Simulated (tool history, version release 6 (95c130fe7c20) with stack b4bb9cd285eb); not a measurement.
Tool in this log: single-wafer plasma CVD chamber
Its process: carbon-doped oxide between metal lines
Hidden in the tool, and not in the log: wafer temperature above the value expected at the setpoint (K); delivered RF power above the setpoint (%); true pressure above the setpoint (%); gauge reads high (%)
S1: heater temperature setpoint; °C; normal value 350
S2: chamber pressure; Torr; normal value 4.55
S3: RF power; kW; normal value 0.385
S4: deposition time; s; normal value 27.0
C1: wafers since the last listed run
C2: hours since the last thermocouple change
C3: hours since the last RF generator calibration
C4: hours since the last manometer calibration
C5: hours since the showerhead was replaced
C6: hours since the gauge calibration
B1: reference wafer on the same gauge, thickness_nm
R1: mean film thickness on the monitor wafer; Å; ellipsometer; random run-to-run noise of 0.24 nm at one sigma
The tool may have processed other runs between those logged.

run 1 hour=0.0 | S1=350 S2=4.55 S3=0.385 S4=27.0 | C1=0 C2=2328.5 C3=857.5 C4=2157.2 C5=1736.4 C6=604.1 | B1=114.086 | R1=1108.60
run 2 hour=29.2 | S1=350 S2=4.55 S3=0.385 S4=27.0 | C1=593 C2=2357.7 C3=886.7 C4=2186.4 C5=1765.6 C6=633.3 | B1=113.941 | R1=1108.35
run 3 hour=55.2 | S1=350 S2=4.55 S3=0.335 S4=24.5 | C1=528 C2=2383.7 C3=912.7 C4=2212.4 C5=1791.6 C6=659.3 | B1=113.933 | R1=924.23
run 4 hour=89.8 | S1=350 S2=4.55 S3=0.335 S4=24.5 | C1=703 C2=2418.3 C3=947.3 C4=2247.0 C5=1826.2 C6=693.9 | B1=114.017 | R1=925.79
run 5 hour=133.8 | S1=350 S2=4.55 S3=0.385 S4=30.2 | C1=894 C2=2462.3 C3=991.3 C4=2291.0 C5=1870.2 C6=737.9 | B1=114.005 | R1=1241.77
run 6 hour=195.0 | S1=350 S2=4.55 S3=0.385 S4=30.2 | C1=1243 C2=2523.5 C3=1052.5 C4=2352.2 C5=1931.4 C6=799.1 | B1=113.958 | R1=1241.62
run 7 hour=247.5 | S1=350 S2=4.55 S3=0.385 S4=30.2 | C1=1066 C2=2576.0 C3=1105.0 C4=2404.7 C5=1983.9 C6=851.6 | B1=113.995 | R1=1242.18
run 8 hour=284.2 | S1=350 S2=4.55 S3=0.425 S4=27.0 | C1=745 C2=2612.7 C3=1141.7 C4=2441.4 C5=2020.6 C6=888.3 | B1=113.935 | R1=1179.57
run 9 hour=321.5 | S1=350 S2=4.55 S3=0.425 S4=27.0 | C1=757 C2=2650.0 C3=1179.0 C4=2478.7 C5=2057.9 C6=925.6 | B1=113.979 | R1=1181.51
run 10 hour=382.1 | S1=350 S2=4.55 S3=0.425 S4=27.0 | C1=1231 C2=2710.6 C3=1239.6 C4=2539.3 C5=2118.5 C6=986.2 | B1=114.036 | R1=1181.72
run 11 hour=411.1 | S1=339 S2=4.55 S3=0.350 S4=27.0 | C1=589 C2=2739.6 C3=1268.6 C4=2568.3 C5=2147.5 C6=1015.2 | B1=114.115 | R1=1090.26
run 12 hour=462.7 | S1=339 S2=4.55 S3=0.350 S4=27.0 | C1=1048 C2=2791.2 C3=1320.2 C4=2619.9 C5=2199.1 C6=1066.8 | B1=113.960 | R1=1089.59
run 13 hour=520.0 | S1=339 S2=4.55 S3=0.350 S4=27.0 | C1=1164 C2=2848.5 C3=1377.5 C4=2677.2 C5=2256.4 C6=1124.1 | B1=113.993 | R1=1094.63
-- hour=552.8 showerhead replaced
-- hour=560.8 thermocouple changed; heater temperature recalibrated
run 14 hour=591.6 | S1=350 S2=4.55 S3=0.435 S4=27.0 | C1=1130 C2=30.8 C3=1449.1 C4=2748.8 C5=38.8 C6=1195.7 | B1=114.041 | R1=1174.86
run 15 hour=644.3 | S1=350 S2=4.55 S3=0.385 S4=27.0 | C1=1070 C2=83.5 C3=1501.8 C4=2801.5 C5=91.5 C6=1248.4 | B1=114.011 | R1=1091.93
-- hour=670.8 capacitance manometer re-zeroed and calibrated
-- hour=699.7 gauge calibrated
run 16 hour=705.8 | S1=350 S2=4.55 S3=0.460 S4=27.0 | C1=1087 C2=145.0 C3=1563.3 C4=35.0 C5=153.0 C6=6.1 | B1=113.985 | R1=1218.11
run 17 hour=770.3 | S1=342 S2=4.55 S3=0.385 S4=24.0 | C1=1310 C2=209.5 C3=1627.8 C4=99.5 C5=217.5 C6=70.6 | B1=114.118 | R1=1000.38
run 18 hour=831.7 | S1=350 S2=4.55 S3=0.385 S4=27.0 | C1=1247 C2=270.9 C3=1689.2 C4=160.9 C5=278.9 C6=132.0 | B1=114.030 | R1=1087.67
-- hour=852.3 RF generator calibrated
run 19 hour=894.9 | S1=344 S2=3.64 S3=0.385 S4=27.0 | C1=1121 C2=334.1 C3=42.6 C4=224.1 C5=342.1 C6=195.2 | B1=114.078 | R1=1108.95
run 20 hour=956.0 | S1=350 S2=5.66 S3=0.365 S4=28.8 | C1=1241 C2=395.2 C3=103.7 C4=285.2 C5=403.2 C6=256.3 | B1=113.970 | R1=1171.35
run 21 hour=1025.5 | S1=350 S2=3.94 S3=0.385 S4=30.2 | C1=1412 C2=464.7 C3=173.2 C4=354.7 C5=472.7 C6=325.8 | B1=113.972 | R1=1220.86
run 22 hour=1094.2 | S1=355 S2=4.55 S3=0.385 S4=27.0 | C1=1395 C2=533.4 C3=241.9 C4=423.4 C5=541.4 C6=394.5 | B1=113.936 | R1=1088.67
run 23 hour=1155.0 | S1=363 S2=4.55 S3=0.365 S4=25.6 | C1=1235 C2=594.2 C3=302.7 C4=484.2 C5=602.2 C6=455.3 | B1=113.886 | R1=975.03
run 24 hour=1182.9 | S1=350 S2=4.55 S3=0.310 S4=27.0 | C1=566 C2=622.1 C3=330.6 C4=512.1 C5=630.1 C6=483.2 | B1=114.008 | R1=966.64
run 25 hour=1208.5 | S1=350 S2=4.55 S3=0.415 S4=27.0 | C1=520 C2=647.7 C3=356.2 C4=537.7 C5=655.7 C6=508.8 | B1=114.051 | R1=1154.35
run 26 hour=1233.2 | S1=350 S2=4.55 S3=0.385 S4=23.4 | C1=501 C2=672.4 C3=380.9 C4=562.4 C5=680.4 C6=533.5 | B1=113.971 | R1=957.58
run 27 hour=1269.0 | S1=350 S2=4.55 S3=0.385 S4=27.0 | C1=727 C2=708.2 C3=416.7 C4=598.2 C5=716.2 C6=569.3 | B1=114.067 | R1=1102.78
run 28 hour=1327.7 | S1=363 S2=3.76 S3=0.385 S4=30.9 | C1=1192 C2=766.9 C3=475.4 C4=656.9 C5=774.9 C6=628.0 | B1=114.051 | R1=1186.91

4 ways to go on from here, each from the tool as it stands after run 28. What would each give?
run A hour=1328.1 | S1=350 S2=4.55 S3=0.385 S4=27.0 | C1=8 C2=767.3 C3=475.8 C4=657.3 C5=775.3 C6=628.4 | B1=? | R1=?
run B hour=1328.1 | S1=357 S2=4.00 S3=0.430 S4=31.3 | C1=8 C2=767.3 C3=475.8 C4=657.3 C5=775.3 C6=628.4 | B1=? | R1=?
run C hour=1328.1 | S1=344 S2=3.94 S3=0.385 S4=27.0 | C1=8 C2=767.3 C3=475.8 C4=657.3 C5=775.3 C6=628.4 | B1=? | R1=?
run D hour=1328.1 | S1=345 S2=3.73 S3=0.315 S4=25.4 | C1=8 C2=767.3 C3=475.8 C4=657.3 C5=775.3 C6=628.4 | B1=? | R1=?

run=A B1=113.972 R1=1098.93
run=B B1=113.972 R1=1315.10
run=C B1=113.972 R1=1106.43
run=D B1=113.972 R1=913.06
What these runs would have given with no unlogged condition in the tool:
run=A R1=1113.11
run=B R1=1331.64
run=C R1=1120.64
run=D R1=924.82

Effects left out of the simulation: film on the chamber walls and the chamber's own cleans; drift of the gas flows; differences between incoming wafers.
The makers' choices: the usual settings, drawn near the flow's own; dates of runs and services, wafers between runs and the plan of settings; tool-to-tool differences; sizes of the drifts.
